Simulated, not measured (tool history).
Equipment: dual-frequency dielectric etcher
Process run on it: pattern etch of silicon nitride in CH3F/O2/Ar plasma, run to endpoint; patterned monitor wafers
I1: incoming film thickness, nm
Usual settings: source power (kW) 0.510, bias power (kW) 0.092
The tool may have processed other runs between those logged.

run 1 hour=0.0 | source_power_(kW)=0.510 bias_power_(kW)=0.082 | I1=24.80 | endpoint_time_(s)=32.5
run 2 hour=39.0 | source_power_(kW)=0.510 bias_power_(kW)=0.082 | I1=24.86 | endpoint_time_(s)=32.1
run 3 hour=99.8 | source_power_(kW)=0.510 bias_power_(kW)=0.082 | I1=24.93 | endpoint_time_(s)=32.4
run 4 hour=137.6 | source_power_(kW)=0.510 bias_power_(kW)=0.092 | I1=24.93 | endpoint_time_(s)=30.2
run 5 hour=168.6 | source_power_(kW)=0.510 bias_power_(kW)=0.092 | I1=24.81 | endpoint_time_(s)=29.8
run 6 hour=201.5 | source_power_(kW)=0.510 bias_power_(kW)=0.092 | I1=24.55 | endpoint_time_(s)=29.5
run 7 hour=262.5 | source_power_(kW)=0.510 bias_power_(kW)=0.106 | I1=24.72 | endpoint_time_(s)=27.8
run 8 hour=277.4 | source_power_(kW)=0.510 bias_power_(kW)=0.106 | I1=24.92 | endpoint_time_(s)=28.4
run 9 hour=345.6 | source_power_(kW)=0.510 bias_power_(kW)=0.092 | I1=24.70 | endpoint_time_(s)=30.3
run 10 hour=401.3 | source_power_(kW)=0.560 bias_power_(kW)=0.092 | I1=24.60 | endpoint_time_(s)=28.7
run 11 hour=427.3 | source_power_(kW)=0.540 bias_power_(kW)=0.071 | I1=24.93 | endpoint_time_(s)=34.2
run 12 hour=457.6 | source_power_(kW)=0.630 bias_power_(kW)=0.102 | I1=24.76 | endpoint_time_(s)=26.1
run 13 hour=481.6 | source_power_(kW)=0.510 bias_power_(kW)=0.092 | I1=24.77 | endpoint_time_(s)=29.5
run 14 hour=514.3 | source_power_(kW)=0.620 bias_power_(kW)=0.092 | I1=24.61 | endpoint_time_(s)=27.0
run 15 hour=545.0 | source_power_(kW)=0.510 bias_power_(kW)=0.103 | I1=24.65 | endpoint_time_(s)=27.4
run 16 hour=590.0 | source_power_(kW)=0.410 bias_power_(kW)=0.092 | I1=24.74 | endpoint_time_(s)=32.4
run 17 hour=649.1 | source_power_(kW)=0.590 bias_power_(kW)=0.070 | I1=24.97 | endpoint_time_(s)=33.9
run 18 hour=694.4 | source_power_(kW)=0.560 bias_power_(kW)=0.092 | I1=24.71 | endpoint_time_(s)=29.6

Removed from this log: 5 entries logged between the listed runs. Between which two listed runs does each belong, and how does the tool's hidden state at the listed run before it compare with that at the listed run after it?
In the gap between runs 6 and 7: upper electrode replaced (hour 261.5); wet clean of the chamber (hour 262.0)
  etch rate over this chamber's usual, %: 2.76 -> -0.138
  measured value less the no-hidden-state value, endpoint time (s): -0.8 -> +0.0
In the gap between runs 8 and 9: source power generator calibrated (hour 318.1)
  etch rate over this chamber's usual, %: 0.0312 -> 0.807
  measured value less the no-hidden-state value, endpoint time (s): +0.0 -> -0.3
In the gap between runs 9 and 10: bias power generator calibrated (hour 350.2)
  etch rate over this chamber's usual, %: 0.807 -> 1.44
  measured value less the no-hidden-state value, endpoint time (s): -0.3 -> -0.4
In the gap between runs 16 and 17: wet clean of the chamber (hour 648.6)
  etch rate over this chamber's usual, %: 3.59 -> -0.502
  measured value less the no-hidden-state value, endpoint time (s): -1.1 -> +0.2
